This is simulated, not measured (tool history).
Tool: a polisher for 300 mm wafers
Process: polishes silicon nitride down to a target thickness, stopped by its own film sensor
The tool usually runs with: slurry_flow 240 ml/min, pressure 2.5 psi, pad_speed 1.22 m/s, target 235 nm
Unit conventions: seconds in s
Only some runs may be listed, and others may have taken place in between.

run   hour  slurry_flow  pressure  pad_speed  target  incoming thickness of the incoming film, nm  seconds
  1      0          240       2.5        1.5     251                                          451    120.8
  2    9.8          240       2.5        1.5     251                                        453.4    124.1
  3   23.5          240       2.5        1.5     251                                        450.6    125.1
  4   31.7          240         3        1.3     235                                        449.9    132.2
  5   47.6          240         3        1.3     235                                        456.4    135.6
  6   64.1          240       2.5       1.22     235                                        451.3    161.6
      70.4  -- slurry nozzle cleaned
  7   72.4          240       2.5       1.22     235                                          443    158.8
        82  -- head pressure recalibrated
  8   83.6          240       2.5       1.22     235                                        449.8    160.5
     101.2  -- worn pad replaced by a new one
  9  101.7          240       2.5       1.22     235                                        451.1    176.9
 10  110.1          240       1.8       1.22     235                                        447.8    219.6
 11  122.3          240       2.5       1.22     235                                        444.7    180.8
 12  132.8          240         3       1.52     235                                        458.1    133.7
     152.4  -- worn pad replaced by a new one, repeated, since the last time left the tool worse
 13  152.9          240       2.8       1.36     235                                        451.1    135.4
 14  168.4          165       2.5       1.02     235                                        441.8    181.8
 15  180.3          240       2.5       1.44     235                                        453.9    138.7
 16  192.6          240       2.1       1.04     235                                        448.9      193
 17  202.3          240       2.5       0.82     235                                        441.5      206
 18  211.6          240       2.5       1.22     235                                        442.6    150.6
 19  222.9          240       2.5       1.22     235                                        442.6    152.1

Below are 3 alternative next runs, each starting from the tool's condition after run 19. Predict each:
  A  223.4          240       2.5       1.22     235                                        447.4        ?
  B  223.4          305       2.5       1.22     235                                        447.4        ?
  C  223.4          240       2.5       1.64     235                                        447.4        ?

run  seconds
  A    153.1
  B    149.2
  C    120.8
With no hidden state in the tool, these same runs would have given:
run  seconds
  A    148.6
  B    144.8
  C    117.3
